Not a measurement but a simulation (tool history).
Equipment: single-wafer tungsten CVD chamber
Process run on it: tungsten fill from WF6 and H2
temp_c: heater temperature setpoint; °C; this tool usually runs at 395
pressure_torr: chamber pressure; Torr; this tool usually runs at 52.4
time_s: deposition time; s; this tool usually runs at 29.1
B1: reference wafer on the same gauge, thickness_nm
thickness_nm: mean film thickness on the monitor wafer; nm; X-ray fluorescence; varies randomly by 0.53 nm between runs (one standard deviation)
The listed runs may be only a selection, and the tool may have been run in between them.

Run 1, hour 0: usual settings but temp_c 407 °C, time_s 32.6 s; B1 120.043. Result: thickness_nm 146.565 nm.
Run 2, hour 24.2: usual settings but pressure_torr 43 Torr; B1 119.844. Result: thickness_nm 95.579 nm.
Run 3, hour 59.7: usual settings but pressure_torr 43 Torr; B1 120.21. Result: thickness_nm 95.897 nm.
Run 4, hour 79.5: usual settings but pressure_torr 43 Torr; B1 119.993. Result: thickness_nm 96.041 nm.
Run 5, hour 99: usual settings but pressure_torr 57.5 Torr; B1 119.936. Result: thickness_nm 111.664 nm.
Run 6, hour 120.7: usual settings but pressure_torr 57.5 Torr; B1 119.949. Result: thickness_nm 111.017 nm.
Run 7, hour 140.8: usual settings but pressure_torr 57.5 Torr; B1 119.882. Result: thickness_nm 112.478 nm.
At hour 169.3: thermocouple changed; heater temperature recalibrated.
Run 8, hour 169.8: usual settings; B1 120.011. Result: thickness_nm 100.08 nm.
Run 9, hour 177.2: usual settings but pressure_torr 43.9 Torr, time_s 24.4 s; B1 120.202. Result: thickness_nm 77.205 nm.
At hour 194.9: showerhead replaced.
Run 10, hour 195.4: usual settings but temp_c 385 °C, pressure_torr 57.4 Torr, time_s 24.1 s; B1 120.009. Result: thickness_nm 73.021 nm.
At hour 204.6: capacitance manometer re-zeroed and calibrated.
Run 11, hour 218: usual settings but time_s 31.5 s; B1 120.081. Result: thickness_nm 116.124 nm.
Run 12, hour 237.1: usual settings but time_s 34 s; B1 119.998. Result: thickness_nm 125.986 nm.
Run 13, hour 271: usual settings but pressure_torr 64.9 Torr; B1 120.11. Result: thickness_nm 119.465 nm.
Run 14, hour 289.1: usual settings but temp_c 410 °C, pressure_torr 63.7 Torr; B1 119.968. Result: thickness_nm 152.739 nm.
Run 15, hour 319: usual settings; B1 120.012. Result: thickness_nm 107.484 nm.
Run 16, hour 331.8: usual settings; B1 120.143. Result: thickness_nm 108.459 nm.
Run 17, hour 384: usual settings but temp_c 386 °C, time_s 24.1 s; B1 120.05. Result: thickness_nm 76.499 nm.
Run 18, hour 402.4: usual settings but temp_c 401 °C, pressure_torr 58.1 Torr, time_s 34.3 s; B1 120.01. Result: thickness_nm 149.405 nm.
Run 19, hour 437.5: usual settings but temp_c 385 °C, pressure_torr 58.1 Torr, time_s 32.8 s; B1 120.093. Result: thickness_nm 108.785 nm.
Run 20, hour 455.7: usual settings but temp_c 383 °C, pressure_torr 56.2 Torr, time_s 26.2 s; B1 120.005. Result: thickness_nm 81.702 nm.
Run 21, hour 484.5: usual settings but temp_c 404 °C, pressure_torr 43.7 Torr, time_s 25.6 s; B1 120.115. Result: thickness_nm 101.813 nm.
Run 22, hour 517.7: usual settings; B1 119.997. Result: thickness_nm 108.826 nm.
At hour 525.8: gauge calibrated.
Run 23, hour 537.7: usual settings; B1 119.815. Result: thickness_nm 108.993 nm.
Run 24, hour 570.8: usual settings but temp_c 400 °C, pressure_torr 45.2 Torr; B1 120.15. Result: thickness_nm 111.047 nm.
Run 25, hour 587.3: usual settings but pressure_torr 64.7 Torr; B1 119.932. Result: thickness_nm 122.442 nm.
Run 26, hour 604.3: usual settings; B1 120.203. Result: thickness_nm 108.661 nm.
Run 27, hour 636.7: usual settings; B1 120.032. Result: thickness_nm 110.611 nm.
Run 28, hour 650.3: usual settings; B1 119.944. Result: thickness_nm 109.012 nm.
Run 29, hour 684.1: usual settings but pressure_torr 39.7 Torr; B1 119.999. Result: thickness_nm 95.125 nm.
Run 30, hour 709.4: usual settings but pressure_torr 42 Torr; B1 120.028. Result: thickness_nm 97.897 nm.
Run 31, hour 815.5: usual settings but temp_c 409 °C, pressure_torr 56.9 Torr, time_s 32.2 s; B1 120.124. Result: thickness_nm 160.162 nm.
Run 32, hour 838.3: usual settings but temp_c 382 °C, pressure_torr 59.2 Torr, time_s 24.6 s; B1 120.14. Result: thickness_nm 78.715 nm.
Run 33, hour 867.4: usual settings; B1 119.988. Result: thickness_nm 110.972 nm.

Pick out some run-to-run changes in thickness_nm. Of each, how much would a tool without hidden state show as well, from the settings, what came in and chance, and how much is left for the hidden state and any gauge scatter not in both results compared?
What the log doesn't record here: wafer temperature above the value expected at the setpoint (K); true pressure above the setpoint (%); gauge reads high (%).
Run 7 -> 8: pressure_torr 57.5 -> 52.4, thermocouple changed; heater temperature recalibrated. thickness_nm -12.398 nm: hidden state -5.498, all else -6.9.
Run 10 -> 11: temp_c 385 -> 395, pressure_torr 57.4 -> 52.4, time_s 24.1 -> 31.5, capacitance manometer re-zeroed and calibrated. thickness_nm +43.103 nm: hidden state +5.501, all else +37.602.
Run 17 -> 18: temp_c 386 -> 401, pressure_torr 52.4 -> 58.1, time_s 24.1 -> 34.3. thickness_nm +72.906 nm: hidden state +2.502, all else +70.404.
Run 30 -> 31: temp_c 395 -> 409, pressure_torr 42 -> 56.9, time_s 29.1 -> 32.2. thickness_nm +62.265 nm: hidden state +2.581, all else +59.684.
Run 31 -> 32: temp_c 409 -> 382, pressure_torr 56.9 -> 59.2, time_s 32.2 -> 24.6. thickness_nm -81.447 nm: hidden state -3.1, all else -78.347.

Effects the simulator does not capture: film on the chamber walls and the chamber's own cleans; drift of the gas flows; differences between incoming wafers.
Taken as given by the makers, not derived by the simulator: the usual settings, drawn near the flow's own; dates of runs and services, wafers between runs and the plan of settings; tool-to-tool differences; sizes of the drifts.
